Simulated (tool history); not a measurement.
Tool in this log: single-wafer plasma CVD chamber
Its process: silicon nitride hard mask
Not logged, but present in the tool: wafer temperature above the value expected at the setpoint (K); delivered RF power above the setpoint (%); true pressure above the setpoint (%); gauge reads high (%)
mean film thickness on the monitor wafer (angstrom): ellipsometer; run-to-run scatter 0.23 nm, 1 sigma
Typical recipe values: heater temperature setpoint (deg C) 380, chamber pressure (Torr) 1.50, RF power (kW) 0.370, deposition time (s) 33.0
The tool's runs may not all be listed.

| run | hour | heater temperature setpoint (deg C) | chamber pressure (Torr) | RF power (kW) | deposition time (s) | wafers since the last listed run | hours since the last thermocouple change | hours since the last RF generator calibration | hours since the last manometer calibration | hours since the showerhead was replaced | hours since the gauge calibration | read-back reference wafer on the same gauge, thickness_nm | mean film thickness on the monitor wafer (angstrom) |
|---|---|---|---|---|---|---|---|---|---|---|---|---|---|
| 1 | 0.0 | 380 | 1.50 | 0.415 | 33.0 | 0 | 676.9 | 509.5 | 670.7 | 5212.0 | 50.4 | 51.384 | 457.87 |
| 2 | 13.7 | 380 | 1.50 | 0.370 | 33.0 | 322 | 690.6 | 523.2 | 684.4 | 5225.7 | 64.1 | 51.397 | 425.69 |
| 3 | 32.4 | 380 | 1.50 | 0.370 | 33.0 | 440 | 709.3 | 541.9 | 703.1 | 5244.4 | 82.8 | 51.397 | 427.34 |
| 4 | 57.0 | 380 | 1.50 | 0.370 | 33.0 | 579 | 733.9 | 566.5 | 727.7 | 5269.0 | 107.4 | 51.365 | 422.64 |
| 5 | 70.0 | 388 | 1.50 | 0.370 | 33.0 | 306 | 746.9 | 579.5 | 740.7 | 5282.0 | 120.4 | 51.436 | 422.65 |
| 6 | 89.6 | 388 | 1.50 | 0.370 | 33.0 | 461 | 766.5 | 599.1 | 760.3 | 5301.6 | 140.0 | 51.362 | 415.47 |
| 7 | 104.0 | 388 | 1.50 | 0.370 | 33.0 | 339 | 780.9 | 613.5 | 774.7 | 5316.0 | 154.4 | 51.458 | 418.42 |
| 8 | 138.4 | 380 | 1.50 | 0.370 | 33.0 | 810 | 815.3 | 647.9 | 809.1 | 5350.4 | 188.8 | 51.362 | 419.98 |
| 9 | 173.8 | 380 | 1.50 | 0.370 | 33.0 | 833 | 850.7 | 683.3 | 844.5 | 5385.8 | 224.2 | 51.427 | 417.31 |
|  | 204.8 | showerhead replaced, of another model than before |
| 10 | 208.9 | 380 | 1.50 | 0.370 | 33.0 | 638 | 885.8 | 718.4 | 879.6 | 4.1 | 259.3 | 51.417 | 408.90 |
| 11 | 222.5 | 380 | 1.50 | 0.390 | 27.8 | 320 | 899.4 | 732.0 | 893.2 | 17.7 | 272.9 | 51.466 | 361.58 |
| 12 | 251.7 | 380 | 1.50 | 0.390 | 27.8 | 687 | 928.6 | 761.2 | 922.4 | 46.9 | 302.1 | 51.380 | 357.38 |
|  | 269.4 | RF generator calibrated |
| 13 | 269.9 | 373 | 1.33 | 0.370 | 35.7 | 240 | 946.8 | 0.5 | 940.6 | 65.1 | 320.3 | 51.443 | 457.73 |
| 14 | 290.8 | 380 | 1.50 | 0.440 | 33.0 | 492 | 967.7 | 21.4 | 961.5 | 86.0 | 341.2 | 51.434 | 501.52 |

What does the tool deliver on the next run?
| 15 | 323.3 | 372 | 1.82 | 0.370 | 33.0 | 765 | 1000.2 | 53.9 | 994.0 | 118.5 | 373.7 | ? | ? |

read-back reference wafer on the same gauge, thickness_nm: 51.344
mean film thickness on the monitor wafer (angstrom): 448.68
With no hidden state in the tool, this same run would have given mean film thickness on the monitor wafer (angstrom) 452.75.
